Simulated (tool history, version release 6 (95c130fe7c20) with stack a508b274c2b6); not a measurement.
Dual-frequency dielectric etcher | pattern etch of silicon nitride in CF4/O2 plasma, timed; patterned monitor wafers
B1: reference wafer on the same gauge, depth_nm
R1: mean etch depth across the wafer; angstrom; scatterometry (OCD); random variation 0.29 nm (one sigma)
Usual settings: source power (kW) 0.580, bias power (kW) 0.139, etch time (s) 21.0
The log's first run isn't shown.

Run 2, hour 107.6: usual settings but bias power (kW) 0.153; B1 39.21. Result: R1 459.7 angstrom.
Run 3, hour 151.4: usual settings but bias power (kW) 0.153; B1 39.27. Result: R1 447.4 angstrom.
Run 4, hour 225.5: usual settings; B1 39.37. Result: R1 441.8 angstrom.
Run 5, hour 325.0: usual settings but source power (kW) 0.630, etch time (s) 23.5; B1 39.33. Result: R1 541.7 angstrom.
At hour 369.9: wet clean of the chamber.
Run 6, hour 373.3: usual settings but source power (kW) 0.630, etch time (s) 23.5; B1 39.33. Result: R1 536.4 angstrom.
Run 7, hour 436.1: usual settings but source power (kW) 0.530; B1 39.42. Result: R1 401.8 angstrom.
At hour 486.7: bias power generator calibrated.
Run 8, hour 514.2: usual settings but source power (kW) 0.530; B1 39.34. Result: R1 401.3 angstrom.
Run 9, hour 615.0: usual settings but bias power (kW) 0.131; B1 39.52. Result: R1 433.6 angstrom.
Run 10, hour 707.5: usual settings; B1 39.46. Result: R1 440.4 angstrom.
Run 11, hour 793.3: usual settings; B1 39.57. Result: R1 443.3 angstrom.
At hour 903.5: wet clean of the chamber.
Run 12, hour 904.0: usual settings; B1 39.62. Result: R1 444.3 angstrom.
Run 13, hour 995.1: usual settings but source power (kW) 0.650; B1 39.79. Result: R1 499.7 angstrom.
Run 14, hour 1079.4: usual settings but bias power (kW) 0.171; B1 39.82. Result: R1 481.1 angstrom.
Run 15, hour 1131.8: usual settings but etch time (s) 25.5; B1 39.80. Result: R1 541.4 angstrom.
Run 16, hour 1213.1: usual settings but source power (kW) 0.510, bias power (kW) 0.161, etch time (s) 24.5; B1 40.05. Result: R1 477.0 angstrom.
Run 17, hour 1263.0: usual settings but source power (kW) 0.470, bias power (kW) 0.166, etch time (s) 19.0; B1 39.97. Result: R1 345.7 angstrom.
Run 18, hour 1301.0: usual settings; B1 40.11. Result: R1 450.8 angstrom.

Run 19 comes next. What will it give?
At hour 1314.0: source power generator calibrated.
At hour 1407.9: wet clean of the chamber.
Run 19, hour 1408.4: usual settings but etch time (s) 22.5; B1 ?. Result: R1 ?.

{"run 19": {"B1": 39.97, "R1": 483.3}}
Without the tool's hidden state the same run would have given R1 464.8 angstrom.

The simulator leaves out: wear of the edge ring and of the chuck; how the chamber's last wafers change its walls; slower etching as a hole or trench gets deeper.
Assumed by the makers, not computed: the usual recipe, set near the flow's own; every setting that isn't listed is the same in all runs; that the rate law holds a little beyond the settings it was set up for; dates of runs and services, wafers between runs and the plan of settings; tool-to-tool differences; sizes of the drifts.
